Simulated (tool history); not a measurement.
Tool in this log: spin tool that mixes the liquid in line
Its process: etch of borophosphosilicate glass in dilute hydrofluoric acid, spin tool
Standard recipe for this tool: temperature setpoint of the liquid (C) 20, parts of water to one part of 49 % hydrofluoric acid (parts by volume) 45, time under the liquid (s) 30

| run | hour | temperature setpoint of the liquid (C) | parts of water to one part of 49 % hydrofluoric acid (parts by volume) | time under the liquid (s) | wafers since the last listed run | hours since the thermometer was replaced | hours since the hydrofluoric acid flow meter was replaced | hours since the gauge calibration | read-back film thickness of the borophosphosilicate glass reference wafer, read on the same gauge (nm) | thickness taken off the borophosphosilicate glass on a monitor wafer (angstrom) |
|---|---|---|---|---|---|---|---|---|---|---|
| 1 | 0 | 20 | 45 | 30 | 0 | 1587.2 | 142 | 386.3 | 130.01 | 305.2 |
| 2 | 63.2 | 20 | 45 | 30 | 574 | 1650.4 | 205.2 | 449.5 | 130 | 306.6 |
| 3 | 93.2 | 20 | 45 | 30 | 272 | 1680.4 | 235.2 | 479.5 | 130 | 306.6 |
| 4 | 139.8 | 20 | 45 | 30 | 423 | 1727 | 281.8 | 526.1 | 130 | 307.1 |
| 5 | 183.4 | 20 | 45 | 30 | 396 | 1770.6 | 325.4 | 569.7 | 130 | 308.3 |
| 6 | 248.9 | 20 | 45 | 30 | 594 | 1836.1 | 390.9 | 635.2 | 129.98 | 307.7 |
| 7 | 280.6 | 20 | 45 | 30 | 287 | 1867.8 | 422.6 | 666.9 | 129.97 | 305.8 |
| 8 | 340.1 | 20 | 50 | 30 | 540 | 1927.3 | 482.1 | 726.4 | 130 | 273 |
| 9 | 397.5 | 20 | 50 | 30 | 521 | 1984.7 | 539.5 | 783.8 | 130 | 275.9 |
| 10 | 428.7 | 20 | 50 | 30 | 283 | 2015.9 | 570.7 | 815 | 130 | 273 |
| 11 | 497.4 | 22 | 50 | 30 | 624 | 2084.6 | 639.4 | 883.7 | 130 | 300.3 |
|  | 528 | gauge calibrated |
| 12 | 553.5 | 18 | 30 | 30 | 509 | 2140.7 | 695.5 | 25.5 | 130.01 | 428.9 |
| 13 | 597.5 | 20 | 45 | 30 | 399 | 2184.7 | 739.5 | 69.5 | 130.02 | 304.1 |
| 14 | 658.7 | 24.5 | 45 | 30 | 555 | 2245.9 | 800.7 | 130.7 | 129.99 | 372.2 |
| 15 | 727 | 22 | 45 | 30 | 620 | 2314.2 | 869 | 199 | 129.99 | 334.3 |
|  | 780.1 | hydrofluoric acid flow meter replaced |
| 16 | 789.3 | 17 | 55 | 45 | 556 | 2376.5 | 9.2 | 261.3 | 129.99 | 327.5 |
| 17 | 828.8 | 20 | 25 | 50 | 358 | 2416 | 48.7 | 300.8 | 130.04 | 940.9 |
| 18 | 856.4 | 20 | 45 | 30 | 250 | 2443.6 | 76.3 | 328.4 | 130 | 306.3 |
| 19 | 915.4 | 20 | 35 | 30 | 535 | 2502.6 | 135.3 | 387.4 | 130.01 | 397.9 |
|  | 929.2 | thermometer replaced |
| 20 | 944.3 | 17 | 45 | 45 | 253 | 15.1 | 164.2 | 416.3 | 130 | 405.1 |
| 21 | 989.4 | 22 | 30 | 15 | 409 | 60.2 | 209.3 | 461.4 | 130.02 | 255.5 |
| 22 | 1038.9 | 23.5 | 35 | 40 | 449 | 109.7 | 258.8 | 510.9 | 129.99 | 617.8 |
| 23 | 1104.7 | 20 | 25 | 30 | 597 | 175.5 | 324.6 | 576.7 | 129.97 | 573.1 |
| 24 | 1155.7 | 17 | 45 | 30 | 463 | 226.5 | 375.6 | 627.7 | 129.98 | 271.6 |
| 25 | 1210.7 | 20 | 45 | 30 | 499 | 281.5 | 430.6 | 682.7 | 129.96 | 310.2 |

Each row is a separate what-if for the run after 25, all from the same tool condition, not one after another. Results?
| A | 1211.1 | 20 | 45 | 30 | 3 | 281.9 | 431 | 683.1 | ? | ? |
| B | 1211.1 | 17 | 65 | 20 | 3 | 281.9 | 431 | 683.1 | ? | ? |
| C | 1211.1 | 23 | 60 | 15 | 3 | 281.9 | 431 | 683.1 | ? | ? |
| D | 1211.1 | 20 | 60 | 30 | 3 | 281.9 | 431 | 683.1 | ? | ? |

| run | read-back film thickness of the borophosphosilicate glass reference wafer, read on the same gauge (nm) | thickness taken off the borophosphosilicate glass on a monitor wafer (angstrom) |
|---|---|---|
| A | 129.99 | 307.7 |
| B | 129.99 | 122 |
| C | 129.99 | 128.4 |
| D | 129.99 | 226.6 |
Had the tool no hidden state, the same runs would have come out as:
| run | thickness taken off the borophosphosilicate glass on a monitor wafer (angstrom) |
|---|---|
| A | 307.7 |
| B | 122 |
| C | 128.4 |
| D | 226.6 |
